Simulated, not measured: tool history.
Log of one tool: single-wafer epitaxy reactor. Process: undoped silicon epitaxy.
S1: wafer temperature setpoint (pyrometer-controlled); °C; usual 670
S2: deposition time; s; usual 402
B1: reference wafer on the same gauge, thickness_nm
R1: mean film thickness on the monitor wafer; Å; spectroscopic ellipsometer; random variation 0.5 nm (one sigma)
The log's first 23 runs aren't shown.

run,hour,S1,S2,B1,R1
24,718.6,682,434,98.091,1471.75
25,740.3,684,474,98.051,1667.25
26,763.6,670,402,97.960,1106.42
27,783.5,683,460,98.019,1599.68
28,808.4,670,428,98.167,1174.42
29,867.7,679,458,98.035,1483.73
# hour 877.3: gauge calibrated
30,893.1,670,402,97.900,1115.76
31,912.6,670,402,97.999,1114.20

3 ways to go on from here, each from the tool as it stands after run 31. What would each give?
A,913.1,670,402,?,?
B,913.1,656,441,?,?
C,913.1,664,332,?,?

run,B1,R1
A,98.117,1105.07
B,98.117,935.26
C,98.117,817.29
Without the tool's hidden state the same runs would have given:
run,R1
A,1058.97
B,895.22
C,782.82

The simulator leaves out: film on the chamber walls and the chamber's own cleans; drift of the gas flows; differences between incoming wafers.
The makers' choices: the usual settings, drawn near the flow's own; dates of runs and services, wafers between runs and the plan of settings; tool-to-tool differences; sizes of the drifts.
